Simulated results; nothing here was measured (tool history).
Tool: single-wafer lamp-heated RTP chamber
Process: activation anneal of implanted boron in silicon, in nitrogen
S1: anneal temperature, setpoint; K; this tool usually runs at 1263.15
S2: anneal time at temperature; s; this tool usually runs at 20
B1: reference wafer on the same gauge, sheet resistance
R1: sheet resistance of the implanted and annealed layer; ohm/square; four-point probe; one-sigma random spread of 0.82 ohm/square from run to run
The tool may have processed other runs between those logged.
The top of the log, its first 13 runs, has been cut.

Run 14, day 7.438: usual settings but S1 1253.15 K, S2 27 s; B1 528.01. Result: R1 545.41 ohm/square.
At day 7.871: pyrometer window cleaned and pyrometer calibrated.
Run 15, day 7.892: usual settings but S1 1253.15 K, S2 27 s; B1 528.3. Result: R1 550.1 ohm/square.
Run 16, day 8.179: usual settings but S1 1252.15 K; B1 527.73. Result: R1 551.16 ohm/square.
Run 17, day 8.804: usual settings but S1 1252.15 K; B1 527.86. Result: R1 552.5 ohm/square.
Run 18, day 9.321: usual settings but S2 29 s; B1 528.09. Result: R1 545.23 ohm/square.
Run 19, day 10.004: usual settings but S2 17 s; B1 528.07. Result: R1 546.2 ohm/square.
Run 20, day 10.288: usual settings but S1 1280.15 K, S2 16 s; B1 528.19. Result: R1 543.67 ohm/square.
At day 10.954: reflector plate cleaned.
Run 21, day 10.975: usual settings but S1 1287.15 K, S2 9 s; B1 527.6. Result: R1 544.04 ohm/square.
Run 22, day 11.333: usual settings but S1 1234.15 K; B1 527.8. Result: R1 563.74 ohm/square.
Run 23, day 11.996: usual settings; B1 527.92. Result: R1 545.04 ohm/square.
At day 12.254: gauge calibrated.
Run 24, day 12.604: usual settings; B1 528.21. Result: R1 544.91 ohm/square.
Run 25, day 12.983: usual settings but S1 1276.15 K, S2 16 s; B1 528.27. Result: R1 543.81 ohm/square.
Run 26, day 13.308: usual settings but S1 1238.15 K, S2 24 s; B1 527.93. Result: R1 554.61 ohm/square.
Run 27, day 14.017: usual settings; B1 527.94. Result: R1 546.64 ohm/square.
Run 28, day 14.738: usual settings but S2 8 s; B1 527.84. Result: R1 548.62 ohm/square.
Run 29, day 15.383: usual settings but S1 1254.15 K, S2 28 s; B1 528.21. Result: R1 546.56 ohm/square.
Run 30, day 15.729: usual settings but S1 1271.15 K, S2 27 s; B1 528.34. Result: R1 543.47 ohm/square.
Run 31, day 16.388: usual settings; B1 528.22. Result: R1 543.9 ohm/square.
Run 32, day 16.75: usual settings but S1 1283.15 K, S2 27 s; B1 528.22. Result: R1 541.68 ohm/square.
Run 33, day 17.05: usual settings but S1 1277.15 K, S2 24 s; B1 527.7. Result: R1 543.38 ohm/square.
Run 34, day 17.567: usual settings; B1 527.82. Result: R1 545.06 ohm/square.
Run 35, day 19.717: usual settings but S1 1280.15 K, S2 13 s; B1 528.22. Result: R1 544.8 ohm/square.
At day 20.15: pyrometer window cleaned and pyrometer calibrated.
Run 36, day 20.246: usual settings but S2 28 s; B1 527.65. Result: R1 544.32 ohm/square.

5 options for the next run, each taken on its own from the tool as it stands now. Forecast them:
Run A, day 20.262: usual settings but S2 9 s; B1 ?. Result: R1 ?.
Run B, day 20.262: usual settings but S1 1241.15 K; B1 ?. Result: R1 ?.
Run C, day 20.262: usual settings but S1 1239.15 K, S2 27 s; B1 ?. Result: R1 ?.
Run D, day 20.262: usual settings but S1 1289.15 K; B1 ?. Result: R1 ?.
Run E, day 20.262: usual settings but S1 1236.15 K, S2 12 s; B1 ?. Result: R1 ?.

run     B1      R1
  A  527.7  551.24
  B  527.7   562.6
  C  527.7  561.98
  D  527.7  543.06
  E  527.7  575.34
With the hidden condition removed and each run's random variation left untouched, the same runs would have given:
run      R1
  A  552.06
  B  564.71
  C  564.11
  D   543.2
  E  578.43
